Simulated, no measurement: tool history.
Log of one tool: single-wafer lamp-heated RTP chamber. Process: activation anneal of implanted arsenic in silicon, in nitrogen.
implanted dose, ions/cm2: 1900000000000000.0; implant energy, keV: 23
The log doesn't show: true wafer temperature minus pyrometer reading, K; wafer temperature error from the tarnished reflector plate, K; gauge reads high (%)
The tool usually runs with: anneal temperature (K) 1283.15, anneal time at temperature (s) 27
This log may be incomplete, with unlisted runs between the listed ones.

run,hour,anneal temperature (K),anneal time at temperature (s),wafers since the last listed run,wafers since the last pyrometer calibration,wafers since the reflector plate was cleaned,hours since the gauge calibration,"read-back reference wafer on the same gauge, sheet resistance",sheet resistance of the implanted and annealed layer (ohm/square)
1,0.0,1283.15,27,0,2244,4479,958.7,105.85,93.58
2,16.9,1283.15,27,277,2521,4756,975.6,105.69,93.75
3,47.2,1283.15,27,496,3018,5253,1005.9,105.73,93.06
4,62.3,1283.15,27,247,3265,5500,1021.0,105.85,93.88
5,95.3,1283.15,27,541,3806,6041,1054.0,105.79,93.19
6,123.1,1283.15,27,455,4262,6497,1081.8,105.76,93.89
# hour 137.9: pyrometer window cleaned and pyrometer calibrated
7,150.2,1283.15,27,313,201,6810,1108.9,105.78,93.58
8,164.2,1283.15,27,229,430,7040,1122.9,105.80,93.45
9,191.0,1294.15,33,439,870,7479,1149.7,105.76,86.04
10,206.4,1283.15,27,252,1122,7732,1165.1,105.80,93.89
# hour 208.6: gauge calibrated
11,219.0,1283.15,27,206,1329,7938,10.4,105.82,93.84
12,242.2,1283.15,27,380,1709,8319,33.6,105.80,93.50
13,265.6,1263.15,27,383,2093,8702,57.0,105.78,102.01
14,279.7,1265.15,27,231,2324,8933,71.1,105.71,100.78
# hour 288.1: reflector plate cleaned
15,311.1,1296.15,27,383,2708,376,102.5,105.83,88.16
# hour 355.7: pyrometer window cleaned and pyrometer calibrated
16,357.2,1300.15,27,624,25,1001,148.6,105.78,86.48
17,387.9,1295.15,23,503,528,1504,179.3,105.85,91.38
18,408.7,1303.15,27,341,869,1845,200.1,105.98,85.84
19,480.8,1275.15,27,1182,2051,3027,272.2,105.95,97.37
20,554.7,1274.15,34,1211,3263,4239,346.1,105.81,94.21
21,575.1,1266.15,32,334,3597,4573,366.5,105.93,98.79
22,593.2,1283.15,27,296,3894,4870,384.6,105.62,93.60
23,614.7,1283.15,27,352,4246,5222,406.1,105.82,93.81
# hour 638.6: pyrometer window cleaned and pyrometer calibrated
24,639.1,1298.15,12,268,8,5491,430.5,105.89,98.47
25,660.7,1263.15,35,354,362,5845,452.1,105.80,99.12
26,688.7,1254.15,23,459,821,6304,480.1,105.71,107.09
27,710.3,1273.15,19,354,1175,6659,501.7,105.71,102.55
28,744.3,1272.15,18,557,1733,7216,535.7,105.84,103.58
# hour 771.0: reflector plate cleaned
29,771.5,1311.15,27,314,2047,8,562.9,105.80,83.04
30,794.3,1263.15,27,373,2421,382,585.7,105.84,102.19
31,811.7,1308.15,42,285,2706,667,603.1,105.79,77.87
32,828.7,1296.15,20,278,2985,946,620.1,105.70,92.62
33,841.0,1283.15,27,201,3187,1147,632.4,105.86,93.20
# hour 850.5: pyrometer window cleaned and pyrometer calibrated
34,865.9,1298.15,17,277,252,1424,657.3,105.92,94.15
35,889.8,1267.15,16,391,644,1816,681.2,105.92,106.92
36,904.8,1299.15,27,245,890,2062,696.2,105.77,86.88
37,929.1,1283.15,15,398,1288,2460,720.5,105.77,101.49
38,957.4,1283.15,16,463,1752,2924,748.8,105.82,100.16

What differs in the tool's unlogged condition from the final listed run ahead of each entry between runs to the first listed run following it?
In the gap between runs 6 and 7: pyrometer window cleaned and pyrometer calibrated (hour 137.9)
  no difference in the tool's unlogged condition between these two runs
In the gap between runs 10 and 11: gauge calibrated (hour 208.6)
  no difference in the tool's unlogged condition between these two runs
In the gap between runs 14 and 15: reflector plate cleaned (hour 288.1)
  no difference in the tool's unlogged condition between these two runs
In the gap between runs 15 and 16: pyrometer window cleaned and pyrometer calibrated (hour 355.7)
  no difference in the tool's unlogged condition between these two runs
In the gap between runs 23 and 24: pyrometer window cleaned and pyrometer calibrated (hour 638.6)
  no difference in the tool's unlogged condition between these two runs
In the gap between runs 28 and 29: reflector plate cleaned (hour 771.0)
  no difference in the tool's unlogged condition between these two runs
In the gap between runs 33 and 34: pyrometer window cleaned and pyrometer calibrated (hour 850.5)
  no difference in the tool's unlogged condition between these two runs
